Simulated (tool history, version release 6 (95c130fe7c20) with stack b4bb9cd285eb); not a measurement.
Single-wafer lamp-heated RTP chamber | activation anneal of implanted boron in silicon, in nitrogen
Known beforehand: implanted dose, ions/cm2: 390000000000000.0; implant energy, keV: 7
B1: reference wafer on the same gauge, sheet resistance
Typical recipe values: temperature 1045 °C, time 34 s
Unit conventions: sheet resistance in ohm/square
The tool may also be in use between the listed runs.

Run 1, hour 0.0: usual settings but temperature 1067 °C, time 46 s; B1 268.99. Result: sheet resistance 306.61 ohm/square.
At hour 54.2: pyrometer window cleaned and pyrometer calibrated.
Run 2, hour 58.9: usual settings; B1 269.19. Result: sheet resistance 312.77 ohm/square.
Run 3, hour 149.3: usual settings but temperature 1052 °C; B1 269.52. Result: sheet resistance 312.77 ohm/square.
Run 4, hour 212.3: usual settings but temperature 1052 °C; B1 269.85. Result: sheet resistance 312.72 ohm/square.
Run 5, hour 270.6: usual settings but temperature 1052 °C; B1 269.85. Result: sheet resistance 314.31 ohm/square.
Run 6, hour 314.3: usual settings; B1 270.22. Result: sheet resistance 314.24 ohm/square.
Run 7, hour 391.5: usual settings; B1 270.43. Result: sheet resistance 314.44 ohm/square.
Run 8, hour 429.1: usual settings but time 22 s; B1 270.51. Result: sheet resistance 317.74 ohm/square.
At hour 514.0: pyrometer window cleaned and pyrometer calibrated.
Run 9, hour 514.5: usual settings; B1 270.82. Result: sheet resistance 314.88 ohm/square.
Run 10, hour 573.3: usual settings but temperature 1019 °C, time 40 s; B1 271.18. Result: sheet resistance 317.39 ohm/square.
Run 11, hour 661.2: usual settings but temperature 1062 °C, time 26 s; B1 271.41. Result: sheet resistance 316.35 ohm/square.
At hour 679.1: reflector plate cleaned.
At hour 694.7: gauge calibrated.
Run 12, hour 747.4: usual settings but time 49 s; B1 266.18. Result: sheet resistance 305.99 ohm/square.
Run 13, hour 788.7: usual settings but temperature 1016 °C, time 45 s; B1 266.37. Result: sheet resistance 311.45 ohm/square.
Run 14, hour 826.1: usual settings but temperature 1022 °C, time 19 s; B1 266.42. Result: sheet resistance 314.68 ohm/square.
Run 15, hour 890.5: usual settings but temperature 1073 °C, time 17 s; B1 266.75. Result: sheet resistance 312.26 ohm/square.
At hour 915.6: pyrometer window cleaned and pyrometer calibrated.
Run 16, hour 967.1: usual settings; B1 267.12. Result: sheet resistance 310.40 ohm/square.

Branching from run 16: 3 alternative next runs. What would each branch give?
Run A, hour 967.5: usual settings but temperature 1061 °C; B1 ?. Result: sheet resistance ?.
Run B, hour 967.5: usual settings but temperature 1055 °C, time 42 s; B1 ?. Result: sheet resistance ?.
Run C, hour 967.5: usual settings but temperature 1074 °C, time 23 s; B1 ?. Result: sheet resistance ?.

run      B1  sheet resistance
  A  267.08            309.45
  B  267.08            308.48
  C  267.08            310.87
Without the tool's unlogged condition, the same runs would have read:
run  sheet resistance
  A            308.27
  B            307.29
  C            309.67
